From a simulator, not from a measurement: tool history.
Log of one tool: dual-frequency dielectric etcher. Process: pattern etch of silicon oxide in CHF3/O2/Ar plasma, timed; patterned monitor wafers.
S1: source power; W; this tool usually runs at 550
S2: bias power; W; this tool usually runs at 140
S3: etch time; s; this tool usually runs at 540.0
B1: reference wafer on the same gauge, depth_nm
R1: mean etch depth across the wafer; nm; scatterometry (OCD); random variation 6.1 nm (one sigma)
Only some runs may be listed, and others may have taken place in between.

run   hour   S1   S2     S3     B1      R1
  1    0.0  550  140  540.0  952.6  1027.2
      31.5  -- gauge calibrated
      54.4  -- wet clean of the chamber
  2   54.9  550  140  540.0  949.0  1004.0
  3   86.3  550  140  540.0  953.0   990.4
  4  142.5  550  140  540.0  953.7   990.9
  5  201.9  550  155  540.0  954.6  1019.9
  6  250.1  550  155  540.0  951.0  1039.4
  7  300.4  550  155  540.0  950.5  1036.8
     355.0  -- source power generator calibrated
  8  355.9  550  140  540.0  953.6  1018.7
  9  394.9  550  113  682.5  952.7  1251.2
 10  440.6  550  140  540.0  950.3  1040.3
     465.8  -- bias power generator calibrated
     494.7  -- wet clean of the chamber
     517.5  -- upper electrode replaced
 11  518.0  460  164  599.0  954.5  1063.5
 12  530.1  440  165  540.0  951.3   952.0
     535.2  -- gauge calibrated
 13  589.6  550  140  540.0  951.6   994.0
 14  627.5  550  111  654.0  954.3  1166.9
 15  667.9  500  118  641.0  951.3  1101.3
 16  718.9  550  140  540.0  952.9  1013.5

4 options for the next run, each taken on its own from the tool as it stands now. Forecast them:
  A  719.5  650  140  540.0   ?   ?
  B  719.5  430  162  442.5   ?   ?
  C  719.5  590  163  653.5   ?   ?
  D  719.5  550  149  540.0   ?   ?

run     B1      R1
  A  954.7  1070.2
  B  954.7   783.3
  C  954.7  1292.2
  D  954.7  1021.8
The same runs, with their run-to-run variation unchanged, on a tool lacking any hidden condition would have given:
run      R1
  A  1044.1
  B   764.2
  C  1260.6
  D   996.9

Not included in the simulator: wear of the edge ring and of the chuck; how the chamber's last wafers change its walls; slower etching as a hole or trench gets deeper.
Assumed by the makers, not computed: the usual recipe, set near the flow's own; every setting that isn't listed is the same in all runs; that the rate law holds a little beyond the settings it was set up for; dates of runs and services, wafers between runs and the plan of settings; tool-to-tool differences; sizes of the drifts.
